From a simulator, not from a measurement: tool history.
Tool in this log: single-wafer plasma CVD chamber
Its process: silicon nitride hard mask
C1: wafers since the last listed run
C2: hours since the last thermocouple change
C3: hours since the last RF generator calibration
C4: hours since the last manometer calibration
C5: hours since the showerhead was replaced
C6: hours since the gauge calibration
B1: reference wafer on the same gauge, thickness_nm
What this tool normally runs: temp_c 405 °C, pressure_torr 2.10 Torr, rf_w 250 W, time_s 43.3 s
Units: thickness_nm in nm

run 1 hour=0.0 | temp_c=405 pressure_torr=2.28 rf_w=250 time_s=43.3 | C1=0 C2=2316.2 C3=720.5 C4=675.8 C5=4628.4 C6=64.2 | B1=56.760 | thickness_nm=51.568
run 2 hour=10.0 | temp_c=405 pressure_torr=2.48 rf_w=250 time_s=43.3 | C1=195 C2=2326.2 C3=730.5 C4=685.8 C5=4638.4 C6=74.2 | B1=56.831 | thickness_nm=53.113
run 3 hour=19.6 | temp_c=393 pressure_torr=2.10 rf_w=250 time_s=41.4 | C1=187 C2=2335.8 C3=740.1 C4=695.4 C5=4648.0 C6=83.8 | B1=56.736 | thickness_nm=48.340
run 4 hour=30.2 | temp_c=393 pressure_torr=2.10 rf_w=250 time_s=41.4 | C1=207 C2=2346.4 C3=750.7 C4=706.0 C5=4658.6 C6=94.4 | B1=56.657 | thickness_nm=48.281
run 5 hour=47.7 | temp_c=405 pressure_torr=2.10 rf_w=250 time_s=38.6 | C1=342 C2=2363.9 C3=768.2 C4=723.5 C5=4676.1 C6=111.9 | B1=56.755 | thickness_nm=44.534
run 6 hour=54.0 | temp_c=405 pressure_torr=2.10 rf_w=250 time_s=38.6 | C1=123 C2=2370.2 C3=774.5 C4=729.8 C5=4682.4 C6=118.2 | B1=56.777 | thickness_nm=44.579
run 7 hour=70.3 | temp_c=405 pressure_torr=2.10 rf_w=250 time_s=38.6 | C1=318 C2=2386.5 C3=790.8 C4=746.1 C5=4698.7 C6=134.5 | B1=56.907 | thickness_nm=44.819
run 8 hour=87.0 | temp_c=405 pressure_torr=2.10 rf_w=250 time_s=43.3 | C1=326 C2=2403.2 C3=807.5 C4=762.8 C5=4715.4 C6=151.2 | B1=56.938 | thickness_nm=49.964
run 9 hour=93.0 | temp_c=405 pressure_torr=2.10 rf_w=250 time_s=43.3 | C1=117 C2=2409.2 C3=813.5 C4=768.8 C5=4721.4 C6=157.2 | B1=56.884 | thickness_nm=49.879
-- hour=110.2 showerhead replaced
-- hour=115.7 RF generator calibrated
run 10 hour=116.2 | temp_c=405 pressure_torr=2.10 rf_w=250 time_s=47.5 | C1=188 C2=2432.4 C3=0.5 C4=792.0 C5=6.0 C6=180.4 | B1=56.758 | thickness_nm=55.355
run 11 hour=116.5 | temp_c=405 pressure_torr=2.10 rf_w=250 time_s=47.5 | C1=5 C2=2432.7 C3=0.8 C4=792.3 C5=6.3 C6=180.7 | B1=56.796 | thickness_nm=55.077

Expected results for the next run?
run 12 hour=124.2 | temp_c=398 pressure_torr=2.10 rf_w=205 time_s=51.1 | C1=150 C2=2440.4 C3=8.5 C4=800.0 C5=14.0 C6=188.4 | B1=? | thickness_nm=?

B1: 56.810
thickness_nm: 48.430 nm
If the tool had no hidden condition, the same run with the same run-to-run variation would have returned thickness_nm 48.430 nm.

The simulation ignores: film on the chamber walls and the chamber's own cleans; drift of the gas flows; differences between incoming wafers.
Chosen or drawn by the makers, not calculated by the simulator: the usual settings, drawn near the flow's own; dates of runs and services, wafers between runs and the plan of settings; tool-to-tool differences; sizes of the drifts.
